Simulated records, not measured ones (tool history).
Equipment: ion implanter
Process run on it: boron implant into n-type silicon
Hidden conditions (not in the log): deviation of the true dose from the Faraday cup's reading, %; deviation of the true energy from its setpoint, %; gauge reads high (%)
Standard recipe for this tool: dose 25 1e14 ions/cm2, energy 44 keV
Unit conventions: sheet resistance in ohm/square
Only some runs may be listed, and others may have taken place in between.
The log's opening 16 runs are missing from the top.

run	day	dose	energy	wafers since the last listed run	hours since the last dose calibration	hours since the extraction supply was calibrated	hours since the gauge calibration	read-back reference wafer on the same gauge, sheet resistance	sheet resistance
17	8.983	29.02	44	230	1929.2	53.7	588.8	55.59	40.91
18	9.475	31.46	56	378	1941	65.5	600.6	55.56	37.79
19	9.8	25	58	249	1948.8	73.3	608.4	55.61	44.67
20	10.529	20.24	54	560	1966.3	90.8	625.9	55.6	53.86
21	11.167	32.1	49.5	490	1981.6	106.1	641.2	55.58	37.59
22	11.683	29.64	44	397	1994	118.5	653.6	55.55	40.28
23	11.946	32.25	32	201	2000.3	124.8	659.9	55.56	40.87
# day 12.362: Faraday cup replaced and dose calibrated
24	12.383	31.18	33.5	80	0.5	135.3	670.4	55.56	41.96
25	13.458	30.84	39.5	826	26.3	161.1	696.2	55.6	41.02
26	13.842	19.94	56.5	294	35.5	170.3	705.4	55.58	56.01
27	14.204	19.21	44	278	44.2	179	714.1	55.62	58.91
# day 14.229: gauge calibrated
28	14.8	25	44	458	58.5	193.3	13.7	55.61	47.21
29	15.3	20.3	38.5	384	70.5	205.3	25.7	55.6	56.46
30	15.892	31.6	49.5	455	84.7	219.5	39.9	55.57	38.94
31	16.383	18	39.5	378	96.5	231.3	51.7	55.61	62.83
32	16.808	25	51.5	326	106.7	241.5	61.9	55.63	46.55
33	17.254	19.21	44	342	117.4	252.2	72.6	55.58	58.65
34	17.704	30.86	33	346	128.2	263	83.4	55.59	42.38
35	18.275	21.68	30	439	141.9	276.7	97.1	55.57	55.53
36	19.829	25	44	1195	179.2	314	134.4	55.61	47.09
37	20.429	25	44	461	193.6	328.4	148.8	55.6	47.15

4 ways to go on from here, each from the tool as it stands after run 37. What would each give?
A	20.446	19.53	44	12	194	328.8	149.2	?	?
B	20.446	25	53	12	194	328.8	149.2	?	?
C	20.446	28.5	44	12	194	328.8	149.2	?	?
D	20.446	28.91	44	12	194	328.8	149.2	?	?

run	read-back reference wafer on the same gauge, sheet resistance	sheet resistance
A	55.62	57.67
B	55.62	46.18
C	55.62	42.41
D	55.62	41.97
Had the tool no hidden state, the same runs would have come out as:
run	sheet resistance
A	58.05
B	46.47
C	42.65
D	42.21
